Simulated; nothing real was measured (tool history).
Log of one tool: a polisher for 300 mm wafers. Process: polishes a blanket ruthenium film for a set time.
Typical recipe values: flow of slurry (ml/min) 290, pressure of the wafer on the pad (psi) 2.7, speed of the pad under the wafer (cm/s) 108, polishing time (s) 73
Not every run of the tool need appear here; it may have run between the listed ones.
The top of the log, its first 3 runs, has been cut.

run	day	flow of slurry (ml/min)	pressure of the wafer on the pad (psi)	speed of the pad under the wafer (cm/s)	polishing time (s)	incoming thickness of the incoming film, nm	film removed (nm)
4	6.142	260	2.7	108	73	460.5	103.8
5	8.554	290	2.7	108	73	454.7	105.7
6	9.846	290	2.7	108	73	465.0	105.7
7	14.396	290	2.7	108	73	460.7	106.9
8	15.496	290	2.7	108	73	461.1	103.8
9	17.567	290	2.7	108	81	457.9	113.8
# day 18.021: worn pad replaced by a new one
10	22.117	290	2.7	108	73	457.7	104.6
11	23.708	290	2.7	108	73	464.9	103.1
12	28.400	290	2.7	108	73	462.6	105.5
13	29.983	290	2.7	108	73	468.1	103.3
14	32.858	290	2.9	108	84	465.4	127.5
# day 34.542: worn pad replaced by a new one
# day 34.612: slurry nozzle cleaned
15	34.908	290	2.7	108	73	455.6	102.7
16	36.146	290	2.7	108	73	456.4	105.5
17	37.217	290	2.7	108	73	457.3	104.8
18	39.250	290	2.7	108	73	463.5	104.9
19	40.717	290	2.7	108	73	458.4	103.5

Run 20 comes next. What will it give?
20	42.925	200	2.7	108	73	456.0	?

{"run 20": {"film removed (nm)": 102.6}}
Take away the tool's hidden state, keep the run-to-run variation as it was, and the same run would have given film removed (nm) 102.6.

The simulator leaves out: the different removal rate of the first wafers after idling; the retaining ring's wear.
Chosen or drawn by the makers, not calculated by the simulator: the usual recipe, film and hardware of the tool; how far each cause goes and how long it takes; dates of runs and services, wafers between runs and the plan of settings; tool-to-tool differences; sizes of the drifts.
